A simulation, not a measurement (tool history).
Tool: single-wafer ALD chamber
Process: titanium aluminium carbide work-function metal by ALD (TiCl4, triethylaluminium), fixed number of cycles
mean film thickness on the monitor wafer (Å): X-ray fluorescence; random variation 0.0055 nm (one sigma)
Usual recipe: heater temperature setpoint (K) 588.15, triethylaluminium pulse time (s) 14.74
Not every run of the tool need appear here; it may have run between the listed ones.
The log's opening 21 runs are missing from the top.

run,hour,heater temperature setpoint (K),triethylaluminium pulse time (s),"read-back reference wafer on the same gauge, thickness_nm",mean film thickness on the monitor wafer (Å)
22,259.5,588.15,14.74,1.829,21.33
23,270.1,588.15,14.74,1.83,21.38
24,283.7,596.15,12.14,1.831,21.35
25,291.5,592.15,12.79,1.829,21.28
26,303.4,601.15,19.11,1.829,22.93
27,316.9,583.15,14.74,1.83,20.95
# hour 334.3: triethylaluminium bottle replaced, repeated, since the last time left the tool worse
28,334.8,588.15,14.74,1.832,22.22
29,341.3,600.15,10.16,1.83,22.73
30,355.8,588.15,14.74,1.83,22.15
31,370.3,594.15,12.75,1.831,22.58
32,384.9,578.15,14.74,1.829,21.4

Forecast each of these 5 alternatives for the next run:
A,385.3,588.15,13,?,?
B,385.3,597.15,17.95,?,?
C,385.3,574.15,14.74,?,?
D,385.3,598.15,20.46,?,?
E,385.3,600.15,11.08,?,?

run,"read-back reference wafer on the same gauge, thickness_nm",mean film thickness on the monitor wafer (Å)
A,1.831,22.05
B,1.831,23.06
C,1.831,20.96
D,1.831,23.18
E,1.831,22.87
The same runs, with their run-to-run variation unchanged, on a tool lacking any hidden condition would have given:
run,mean film thickness on the monitor wafer (Å)
A,22.11
B,23.08
C,20.99
D,23.19
E,22.96

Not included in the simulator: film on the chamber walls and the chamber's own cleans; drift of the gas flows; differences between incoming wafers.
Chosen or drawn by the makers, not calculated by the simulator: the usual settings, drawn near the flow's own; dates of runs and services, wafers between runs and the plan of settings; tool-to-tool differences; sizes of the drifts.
